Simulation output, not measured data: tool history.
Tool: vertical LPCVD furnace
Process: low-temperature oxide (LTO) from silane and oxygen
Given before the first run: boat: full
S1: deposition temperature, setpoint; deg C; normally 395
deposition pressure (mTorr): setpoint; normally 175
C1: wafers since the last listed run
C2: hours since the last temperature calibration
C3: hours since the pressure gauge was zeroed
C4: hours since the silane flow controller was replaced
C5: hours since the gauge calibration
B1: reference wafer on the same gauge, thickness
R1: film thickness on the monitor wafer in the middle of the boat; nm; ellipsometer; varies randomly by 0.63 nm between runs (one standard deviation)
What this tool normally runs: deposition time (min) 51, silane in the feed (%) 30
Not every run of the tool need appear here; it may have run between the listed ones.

Run 1, hour 0: usual settings but S1 388 deg C; C1 0; C2 3695.9; C3 1881.6; C4 2169.6; C5 34.7; B1 200.13. Result: R1 231.72 nm.
Run 2, hour 17.4: usual settings but S1 388 deg C; C1 229; C2 3713.3; C3 1899; C4 2187; C5 52.1; B1 200. Result: R1 231.16 nm.
Run 3, hour 23.6: usual settings; C1 81; C2 3719.5; C3 1905.2; C4 2193.2; C5 58.3; B1 200.07. Result: R1 252.82 nm.
Run 4, hour 38.1: usual settings; C1 191; C2 3734; C3 1919.7; C4 2207.7; C5 72.8; B1 199.99. Result: R1 252.79 nm.
Run 5, hour 48.2: usual settings; C1 133; C2 3744.1; C3 1929.8; C4 2217.8; C5 82.9; B1 199.92. Result: R1 253.62 nm.
Run 6, hour 60.1: usual settings but deposition time (min) 38; C1 157; C2 3756; C3 1941.7; C4 2229.7; C5 94.8; B1 200.03. Result: R1 188.63 nm.
Run 7, hour 66.9: usual settings but deposition time (min) 38; C1 89; C2 3762.8; C3 1948.5; C4 2236.5; C5 101.6; B1 199.92. Result: R1 188.89 nm.
Run 8, hour 77.9: usual settings but deposition time (min) 38; C1 145; C2 3773.8; C3 1959.5; C4 2247.5; C5 112.6; B1 200.1. Result: R1 189.01 nm.
Run 9, hour 95.1: usual settings; C1 227; C2 3791; C3 1976.7; C4 2264.7; C5 129.8; B1 199.95. Result: R1 253.21 nm.
At hour 125: thermocouples replaced and temperature profile calibrated.
Run 10, hour 125.5: usual settings; C1 84; C2 0.5; C3 2007.1; C4 2295.1; C5 160.2; B1 200.01. Result: R1 253.38 nm.
Run 11, hour 129.4: usual settings but S1 387 deg C, deposition pressure (mTorr) 215, silane in the feed (%) 32; C1 41; C2 4.4; C3 2011; C4 2299; C5 164.1; B1 199.94. Result: R1 306.75 nm.
Run 12, hour 133.2: usual settings; C1 0; C2 8.2; C3 2014.8; C4 2302.8; C5 167.9; B1 199.89. Result: R1 252.6 nm.
At hour 152.6: silane flow controller replaced.
Run 13, hour 153.1: usual settings but deposition time (min) 58.5; C1 6; C2 28.1; C3 2034.7; C4 0.5; C5 187.8; B1 199.86. Result: R1 290.02 nm.
Run 14, hour 157: usual settings but deposition pressure (mTorr) 195, deposition time (min) 65; C1 51; C2 32; C3 2038.6; C4 4.4; C5 191.7; B1 199.89. Result: R1 358.26 nm.
Run 15, hour 160.8: usual settings; C1 50; C2 35.8; C3 2042.4; C4 8.2; C5 195.5; B1 200.09. Result: R1 253.58 nm.
At hour 193.2: pressure gauge zeroed.
Run 16, hour 193.7: usual settings; C1 117; C2 68.7; C3 0.5; C4 41.1; C5 228.4; B1 199.89. Result: R1 229.95 nm.
Run 17, hour 197.5: usual settings but S1 406 deg C, deposition time (min) 70; C1 50; C2 72.5; C3 4.3; C4 44.9; C5 232.2; B1 199.94. Result: R1 355.55 nm.
Run 18, hour 201.3: usual settings; C1 50; C2 76.3; C3 8.1; C4 48.7; C5 236; B1 200.06. Result: R1 228.74 nm.
Run 19, hour 206.8: usual settings but deposition pressure (mTorr) 200; C1 72; C2 81.8; C3 13.6; C4 54.2; C5 241.5; B1 200.02. Result: R1 263.43 nm.
Run 20, hour 216.5: usual settings but S1 407 deg C, deposition pressure (mTorr) 145; C1 128; C2 91.5; C3 23.3; C4 63.9; C5 251.2; B1 199.99. Result: R1 214.86 nm.
Run 21, hour 231.8: usual settings but silane in the feed (%) 26; C1 202; C2 106.8; C3 38.6; C4 79.2; C5 266.5; B1 200.05. Result: R1 183.76 nm.
Run 22, hour 247.6: usual settings; C1 208; C2 122.6; C3 54.4; C4 95; C5 282.3; B1 199.92. Result: R1 229.19 nm.
Run 23, hour 255.9: usual settings but S1 405 deg C, deposition pressure (mTorr) 215, deposition time (min) 64.5, silane in the feed (%) 36; C1 109; C2 130.9; C3 62.7; C4 103.3; C5 290.6; B1 200.11. Result: R1 521.28 nm.
At hour 272.7: gauge calibrated.
At hour 316.1: pressure gauge zeroed, repeated, since the last time left the tool worse.
Run 24, hour 316.6: usual settings but S1 400 deg C, deposition pressure (mTorr) 190, deposition time (min) 42.5, silane in the feed (%) 35; C1 484; C2 191.6; C3 0.5; C4 164; C5 43.9; B1 199.92. Result: R1 291.8 nm.
Run 25, hour 320.4: usual settings but S1 401 deg C, deposition pressure (mTorr) 140, deposition time (min) 62.5, silane in the feed (%) 26; C1 50; C2 195.4; C3 4.3; C4 167.8; C5 47.7; B1 200.1. Result: R1 208.78 nm.
Run 26, hour 327.5: usual settings; C1 93; C2 202.5; C3 11.4; C4 174.9; C5 54.8; B1 200.05. Result: R1 245.37 nm.
Run 27, hour 344.5: usual settings but S1 391 deg C; C1 224; C2 219.5; C3 28.4; C4 191.9; C5 71.8; B1 200.05. Result: R1 234.56 nm.
Run 28, hour 359.4: usual settings but deposition pressure (mTorr) 210; C1 196; C2 234.4; C3 43.3; C4 206.8; C5 86.7; B1 200.09. Result: R1 295.26 nm.
Run 29, hour 371.2: usual settings; C1 155; C2 246.2; C3 55.1; C4 218.6; C5 98.5; B1 199.99. Result: R1 245.39 nm.
Run 30, hour 380.2: usual settings but deposition pressure (mTorr) 135; C1 118; C2 255.2; C3 64.1; C4 227.6; C5 107.5; B1 200.01. Result: R1 189.38 nm.

Consider 5 possible next runs. They are alternatives, not a sequence: every one starts from the tool as it was left by run 30. What does each give?
Run A, hour 384.1: usual settings but S1 405 deg C; C1 51; C2 259.1; C3 68; C4 231.5; C5 111.4; B1 ?. Result: R1 ?.
Run B, hour 384.1: usual settings but S1 400 deg C, deposition pressure (mTorr) 190, silane in the feed (%) 28; C1 51; C2 259.1; C3 68; C4 231.5; C5 111.4; B1 ?. Result: R1 ?.
Run C, hour 384.1: usual settings but S1 398 deg C; C1 51; C2 259.1; C3 68; C4 231.5; C5 111.4; B1 ?. Result: R1 ?.
Run D, hour 384.1: usual settings but deposition pressure (mTorr) 160, deposition time (min) 71; C1 51; C2 259.1; C3 68; C4 231.5; C5 111.4; B1 ?. Result: R1 ?.
Run E, hour 384.1: usual settings but S1 387 deg C, deposition pressure (mTorr) 210, silane in the feed (%) 33; C1 51; C2 259.1; C3 68; C4 231.5; C5 111.4; B1 ?. Result: R1 ?.

run      B1      R1
  A  200.03  276.64
  B  200.03  255.46
  C  200.03  254.64
  D  200.03  312.74
  E  200.03  306.75
The same runs, with their run-to-run variation unchanged, on a tool lacking any hidden condition would have given:
run      R1
  A  275.25
  B  254.28
  C  253.37
  D  311.03
  E  305.47

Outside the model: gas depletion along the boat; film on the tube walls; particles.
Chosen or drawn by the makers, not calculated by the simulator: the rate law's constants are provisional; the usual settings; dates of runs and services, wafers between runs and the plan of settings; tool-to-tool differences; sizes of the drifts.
